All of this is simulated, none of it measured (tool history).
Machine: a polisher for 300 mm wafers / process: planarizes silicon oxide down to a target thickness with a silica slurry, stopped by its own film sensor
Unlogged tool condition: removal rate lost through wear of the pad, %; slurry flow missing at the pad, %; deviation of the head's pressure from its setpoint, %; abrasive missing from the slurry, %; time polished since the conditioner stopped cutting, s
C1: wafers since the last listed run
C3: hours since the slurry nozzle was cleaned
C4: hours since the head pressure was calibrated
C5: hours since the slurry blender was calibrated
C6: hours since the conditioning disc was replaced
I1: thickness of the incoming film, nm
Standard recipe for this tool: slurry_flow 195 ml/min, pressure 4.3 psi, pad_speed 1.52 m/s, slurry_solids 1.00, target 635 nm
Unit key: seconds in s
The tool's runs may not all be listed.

Run 1, hour 0.0: usual settings but pressure 3.8 psi, slurry_solids 1.15; C1 0; wafers polished on this pad 771; C3 355.7; C4 964.0; C5 228.4; C6 64.1; I1 1145.7. Result: seconds 133.3 s.
At hour 3.3: slurry nozzle cleaned.
At hour 36.1: slurry blender recalibrated.
Run 2, hour 46.2: usual settings but pressure 3.8 psi, slurry_solids 1.15; C1 376; wafers polished on this pad 1148; C3 42.9; C4 1010.2; C5 10.1; C6 110.3; I1 1141.2. Result: seconds 125.1 s.
Run 3, hour 103.8: usual settings; C1 502; wafers polished on this pad 1650; C3 100.5; C4 1067.8; C5 67.7; C6 167.9; I1 1158.4. Result: seconds 126.7 s.
At hour 148.5: worn pad replaced by a new one.
Run 4, hour 149.0: usual settings; C1 359; wafers polished on this pad 4; C3 145.7; C4 1113.0; C5 112.9; C6 213.1; I1 1145.0. Result: seconds 125.2 s.
Run 5, hour 190.3: usual settings; C1 360; wafers polished on this pad 364; C3 187.0; C4 1154.3; C5 154.2; C6 254.4; I1 1151.3. Result: seconds 126.0 s.
Run 6, hour 242.4: usual settings; C1 454; wafers polished on this pad 818; C3 239.1; C4 1206.4; C5 206.3; C6 306.5; I1 1162.5. Result: seconds 130.8 s.
Run 7, hour 305.2: usual settings; C1 547; wafers polished on this pad 1366; C3 301.9; C4 1269.2; C5 269.1; C6 369.3; I1 1163.4. Result: seconds 133.2 s.
At hour 325.9: slurry blender recalibrated.
At hour 351.7: conditioning disc replaced and pad reconditioned.
Run 8, hour 352.2: usual settings; C1 375; wafers polished on this pad 1741; C3 348.9; C4 1316.2; C5 26.3; C6 0.5; I1 1169.6. Result: seconds 135.8 s.
At hour 372.7: worn pad replaced by a new one.
Run 9, hour 405.2: usual settings but slurry_solids 0.85; C1 427; wafers polished on this pad 283; C3 401.9; C4 1369.2; C5 79.3; C6 53.5; I1 1139.1. Result: seconds 140.1 s.
At hour 409.7: slurry nozzle cleaned.
Run 10, hour 461.6: usual settings; C1 483; wafers polished on this pad 767; C3 51.9; C4 1425.6; C5 135.7; C6 109.9; I1 1153.7. Result: seconds 124.1 s.
Run 11, hour 517.3: usual settings; C1 485; wafers polished on this pad 1253; C3 107.6; C4 1481.3; C5 191.4; C6 165.6; I1 1177.4. Result: seconds 130.0 s.
Run 12, hour 560.6: usual settings but pad_speed 1.70 m/s, slurry_solids 1.20; C1 377; wafers polished on this pad 1630; C3 150.9; C4 1524.6; C5 234.7; C6 208.9; I1 1144.3. Result: seconds 102.7 s.
Run 13, hour 596.7: usual settings but slurry_solids 1.20, target 530 nm; C1 314; wafers polished on this pad 1945; C3 187.0; C4 1560.7; C5 270.8; C6 245.0; I1 1165.5. Result: seconds 140.4 s.
At hour 625.4: worn pad replaced by a new one.
At hour 630.2: slurry blender recalibrated.
Run 14, hour 631.1: usual settings; C1 247; wafers polished on this pad 32; C3 221.4; C4 1595.1; C5 0.9; C6 279.4; I1 1141.4. Result: seconds 125.4 s.
At hour 658.4: head pressure recalibrated.
Run 15, hour 661.0: usual settings but target 550 nm; C1 243; wafers polished on this pad 275; C3 251.3; C4 2.6; C5 30.8; C6 309.3; I1 1130.9. Result: seconds 144.6 s.
Run 16, hour 699.2: usual settings but pressure 4.7 psi; C1 333; wafers polished on this pad 608; C3 289.5; C4 40.8; C5 69.0; C6 347.5; I1 1151.3. Result: seconds 116.9 s.
At hour 745.4: slurry nozzle cleaned.
Run 17, hour 770.8: usual settings but pressure 5.7 psi, pad_speed 1.70 m/s; C1 615; wafers polished on this pad 1224; C3 25.4; C4 112.4; C5 140.6; C6 419.1; I1 1149.1. Result: seconds 90.7 s.
Run 18, hour 822.2: usual settings; C1 448; wafers polished on this pad 1673; C3 76.8; C4 163.8; C5 192.0; C6 470.5; I1 1171.9. Result: seconds 131.7 s.
At hour 836.3: conditioning disc replaced and pad reconditioned.
Run 19, hour 849.3: usual settings but pressure 3.9 psi, pad_speed 1.80 m/s, target 554 nm; C1 218; wafers polished on this pad 1891; C3 103.9; C4 190.9; C5 219.1; C6 13.0; I1 1124.0. Result: seconds 134.1 s.

What will run 20 give?
At hour 861.4: slurry blender recalibrated.
At hour 868.6: worn pad replaced by a new one.
Run 20, hour 916.8: usual settings but slurry_flow 245 ml/min; C1 536; wafers polished on this pad 420; C3 171.4; C4 258.4; C5 55.4; C6 80.5; I1 1149.5. Result: seconds ?.

seconds: 123.7 s
Take away the tool's hidden state, keep the run-to-run variation as it was, and the same run would have given seconds 120.1 s.

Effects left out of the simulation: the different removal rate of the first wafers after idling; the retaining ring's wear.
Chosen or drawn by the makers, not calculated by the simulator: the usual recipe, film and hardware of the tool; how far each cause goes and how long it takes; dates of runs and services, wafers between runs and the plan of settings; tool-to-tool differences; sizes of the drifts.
